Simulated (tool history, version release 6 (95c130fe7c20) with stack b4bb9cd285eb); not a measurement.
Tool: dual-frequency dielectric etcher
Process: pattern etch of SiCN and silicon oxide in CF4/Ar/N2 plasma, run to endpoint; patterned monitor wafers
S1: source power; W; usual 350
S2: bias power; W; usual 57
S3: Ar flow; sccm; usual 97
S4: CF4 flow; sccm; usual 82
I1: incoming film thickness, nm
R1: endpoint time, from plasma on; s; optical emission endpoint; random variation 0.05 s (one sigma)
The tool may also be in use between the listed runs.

run     day   S1  S2   S3  S4     I1    R1
  1       0  350  57   97  82  11.09  16.4
  2   0.508  350  57   97  82  11.05  16.3
  3   0.958  350  57   97  77  11.11  16.6
  4   1.312  350  57   97  77  11.12  16.5
      1.488  -- bias power generator calibrated
        1.8  -- source power generator calibrated
  5   1.821  350  57   97  77  11.06  16.5
  6   2.012  350  57   97  82  11.01  16.2
      3.346  -- wet clean of the chamber
  7   3.367  330  50  109  66  11.05  19.2
  8   3.379  260  62   77  82  11.13  23.2
  9   3.496  350  57   97  82  11.04  16.7
      4.354  -- Ar flow controller replaced
 10   4.375  350  57   86  63  11.01  17.3
      4.996  -- CF4 flow controller replaced
 11   5.642  350  57   97  82  11.06  16.7
      6.679  -- upper electrode replaced
 12     6.7  350  57   97  94  11.06  16.3
 13   6.712  350  57   97  82  11.15  16.7
 14   6.975  350  57   97  82  11.05  16.7
 15   7.542  350  57  104  82  11.18  16.9
 16   8.038  350  57   97  88  11.16  16.6
 17   8.421  350  57   97  82  11.24  16.9
 18   8.775  350  57   97  82  11.11  16.6
 19   9.171  350  57   97  89  11.16  16.5
 20   9.608  380  57   97  82  10.93  14.9
 21   9.925  350  57   90  82  11.07  16.5
 22  10.338  350  51   97  82  11.12  16.9
 23  11.321  350  57   97  82  11.01  16.5

Forecast each of these 5 alternatives for the next run:
  A  11.338  350  57   97  92  11.05   ?
  B  11.338  320  68  110  67  11.05   ?
  C  11.338  350  52  107  82  11.05   ?
  D  11.338  390  43  112  76  11.05   ?
  E  11.338  350  52  108  71  11.05   ?

run    R1
  A  16.2
  B  18.5
  C  16.9
  D  15.7
  E  17.4
Without the tool's hidden state the same runs would have given:
run    R1
  A  16.3
  B  18.7
  C  17.1
  D  15.9
  E  17.5
